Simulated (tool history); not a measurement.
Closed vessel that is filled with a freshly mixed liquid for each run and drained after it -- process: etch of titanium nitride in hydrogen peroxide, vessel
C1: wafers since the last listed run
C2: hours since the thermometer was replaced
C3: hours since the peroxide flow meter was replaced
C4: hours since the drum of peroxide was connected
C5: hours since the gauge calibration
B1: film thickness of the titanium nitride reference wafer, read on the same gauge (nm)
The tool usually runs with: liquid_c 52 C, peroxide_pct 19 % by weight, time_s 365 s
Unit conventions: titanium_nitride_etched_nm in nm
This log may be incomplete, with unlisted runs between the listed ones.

{"run": 1, "hour": 0.0, "liquid_c": 58.5, "peroxide_pct": 19, "time_s": 365, "C1": 0, "C2": 850.4, "C3": 333.5, "C4": 1148.4, "C5": 643.1, "B1": 119.98, "titanium_nitride_etched_nm": 39.6}
{"hour": 17.0, "done": "new drum of peroxide connected"}
{"run": 2, "hour": 142.0, "liquid_c": 52, "peroxide_pct": 22, "time_s": 295, "C1": 13906, "C2": 992.4, "C3": 475.5, "C4": 125, "C5": 785.1, "B1": 120.04, "titanium_nitride_etched_nm": 20.9}
{"run": 3, "hour": 207.6, "liquid_c": 52, "peroxide_pct": 22, "time_s": 295, "C1": 6469, "C2": 1058, "C3": 541.1, "C4": 190.6, "C5": 850.7, "B1": 119.99, "titanium_nitride_etched_nm": 20.89}
{"run": 4, "hour": 289.2, "liquid_c": 52, "peroxide_pct": 22, "time_s": 295, "C1": 8047, "C2": 1139.6, "C3": 622.7, "C4": 272.2, "C5": 932.3, "B1": 120.01, "titanium_nitride_etched_nm": 20.93}
{"run": 5, "hour": 333.9, "liquid_c": 52, "peroxide_pct": 19, "time_s": 365, "C1": 4408, "C2": 1184.3, "C3": 667.4, "C4": 316.9, "C5": 977, "B1": 120.03, "titanium_nitride_etched_nm": 24.99}
{"run": 6, "hour": 388.6, "liquid_c": 52, "peroxide_pct": 19, "time_s": 365, "C1": 5394, "C2": 1239, "C3": 722.1, "C4": 371.6, "C5": 1031.7, "B1": 120.02, "titanium_nitride_etched_nm": 25.15}
{"run": 7, "hour": 492.4, "liquid_c": 52, "peroxide_pct": 19, "time_s": 520, "C1": 10237, "C2": 1342.8, "C3": 825.9, "C4": 475.4, "C5": 1135.5, "B1": 119.99, "titanium_nitride_etched_nm": 35.51}
{"run": 8, "hour": 558.3, "liquid_c": 52, "peroxide_pct": 19, "time_s": 520, "C1": 6499, "C2": 1408.7, "C3": 891.8, "C4": 541.3, "C5": 1201.4, "B1": 119.98, "titanium_nitride_etched_nm": 35.93}
{"run": 9, "hour": 609.5, "liquid_c": 52, "peroxide_pct": 19, "time_s": 425, "C1": 5049, "C2": 1459.9, "C3": 943, "C4": 592.5, "C5": 1252.6, "B1": 120.02, "titanium_nitride_etched_nm": 29.05}
{"run": 10, "hour": 669.4, "liquid_c": 52, "peroxide_pct": 22, "time_s": 365, "C1": 5907, "C2": 1519.8, "C3": 1002.9, "C4": 652.4, "C5": 1312.5, "B1": 120.03, "titanium_nitride_etched_nm": 25.79}
{"hour": 677.2, "done": "thermometer replaced"}
{"run": 11, "hour": 730.2, "liquid_c": 52, "peroxide_pct": 22, "time_s": 365, "C1": 5897, "C2": 53, "C3": 1063.7, "C4": 713.2, "C5": 1373.3, "B1": 120.01, "titanium_nitride_etched_nm": 25.61}
{"run": 12, "hour": 783.9, "liquid_c": 52, "peroxide_pct": 19, "time_s": 365, "C1": 5296, "C2": 106.7, "C3": 1117.4, "C4": 766.9, "C5": 1427, "B1": 119.99, "titanium_nitride_etched_nm": 24.89}
{"run": 13, "hour": 861.2, "liquid_c": 52, "peroxide_pct": 19, "time_s": 365, "C1": 7623, "C2": 184, "C3": 1194.7, "C4": 844.2, "C5": 1504.3, "B1": 119.98, "titanium_nitride_etched_nm": 24.89}
{"run": 14, "hour": 929.2, "liquid_c": 61, "peroxide_pct": 15.5, "time_s": 510, "C1": 6706, "C2": 252, "C3": 1262.7, "C4": 912.2, "C5": 1572.3, "B1": 119.97, "titanium_nitride_etched_nm": 63}
{"run": 15, "hour": 983.8, "liquid_c": 56.5, "peroxide_pct": 23, "time_s": 210, "C1": 5384, "C2": 306.6, "C3": 1317.3, "C4": 966.8, "C5": 1626.9, "B1": 119.99, "titanium_nitride_etched_nm": 20.46}
{"run": 16, "hour": 1026.5, "liquid_c": 52, "peroxide_pct": 17, "time_s": 510, "C1": 4211, "C2": 349.3, "C3": 1360, "C4": 1009.5, "C5": 1669.6, "B1": 120.01, "titanium_nitride_etched_nm": 34.19}
{"hour": 1116.0, "done": "gauge calibrated"}
{"run": 17, "hour": 1170.6, "liquid_c": 52, "peroxide_pct": 19, "time_s": 180, "C1": 14211, "C2": 493.4, "C3": 1504.1, "C4": 1153.6, "C5": 54.6, "B1": 120.01, "titanium_nitride_etched_nm": 12.38}
{"run": 18, "hour": 1239.4, "liquid_c": 54.5, "peroxide_pct": 19, "time_s": 365, "C1": 6785, "C2": 562.2, "C3": 1572.9, "C4": 1222.4, "C5": 123.4, "B1": 120.01, "titanium_nitride_etched_nm": 29.74}
{"hour": 1266.3, "done": "peroxide flow meter replaced"}
{"hour": 1324.8, "done": "new drum of peroxide connected"}
{"run": 19, "hour": 1344.9, "liquid_c": 52, "peroxide_pct": 19, "time_s": 365, "C1": 10207, "C2": 667.7, "C3": 78.6, "C4": 20.1, "C5": 228.9, "B1": 120.01, "titanium_nitride_etched_nm": 24.98}
{"run": 20, "hour": 1417.8, "liquid_c": 48, "peroxide_pct": 24, "time_s": 295, "C1": 7189, "C2": 740.6, "C3": 151.5, "C4": 93, "C5": 301.8, "B1": 119.97, "titanium_nitride_etched_nm": 15.89}
{"run": 21, "hour": 1497.0, "liquid_c": 56, "peroxide_pct": 19, "time_s": 580, "C1": 7811, "C2": 819.8, "C3": 230.7, "C4": 172.2, "C5": 381, "B1": 120, "titanium_nitride_etched_nm": 52.69}
{"run": 22, "hour": 1596.2, "liquid_c": 49, "peroxide_pct": 19, "time_s": 530, "C1": 9783, "C2": 919, "C3": 329.9, "C4": 271.4, "C5": 480.2, "B1": 119.97, "titanium_nitride_etched_nm": 29.19}
{"run": 23, "hour": 1657.8, "liquid_c": 54.5, "peroxide_pct": 19, "time_s": 185, "C1": 6075, "C2": 980.6, "C3": 391.5, "C4": 333, "C5": 541.8, "B1": 120.01, "titanium_nitride_etched_nm": 15.21}
{"run": 24, "hour": 1703.5, "liquid_c": 52, "peroxide_pct": 19, "time_s": 365, "C1": 4507, "C2": 1026.3, "C3": 437.2, "C4": 378.7, "C5": 587.5, "B1": 120, "titanium_nitride_etched_nm": 24.93}

3 ways to go on from here, each from the tool as it stands after run 24. What would each give?
{"run": "A", "hour": 1704.3, "liquid_c": 52, "peroxide_pct": 19, "time_s": 365, "C1": 78, "C2": 1027.1, "C3": 438, "C4": 379.5, "C5": 588.3, "B1": "?", "titanium_nitride_etched_nm": "?"}
{"run": "B", "hour": 1704.3, "liquid_c": 54.5, "peroxide_pct": 13.5, "time_s": 505, "C1": 78, "C2": 1027.1, "C3": 438, "C4": 379.5, "C5": 588.3, "B1": "?", "titanium_nitride_etched_nm": "?"}
{"run": "C", "hour": 1704.3, "liquid_c": 52, "peroxide_pct": 15.5, "time_s": 290, "C1": 78, "C2": 1027.1, "C3": 438, "C4": 379.5, "C5": 588.3, "B1": "?", "titanium_nitride_etched_nm": "?"}

run=A B1=119.97 titanium_nitride_etched_nm=25.07
run=B B1=119.97 titanium_nitride_etched_nm=38.51
run=C B1=119.97 titanium_nitride_etched_nm=19.07
Stripped of hidden state, with their random variation kept, the same runs would have yielded:
run=A titanium_nitride_etched_nm=25.07
run=B titanium_nitride_etched_nm=38.51
run=C titanium_nitride_etched_nm=19.07

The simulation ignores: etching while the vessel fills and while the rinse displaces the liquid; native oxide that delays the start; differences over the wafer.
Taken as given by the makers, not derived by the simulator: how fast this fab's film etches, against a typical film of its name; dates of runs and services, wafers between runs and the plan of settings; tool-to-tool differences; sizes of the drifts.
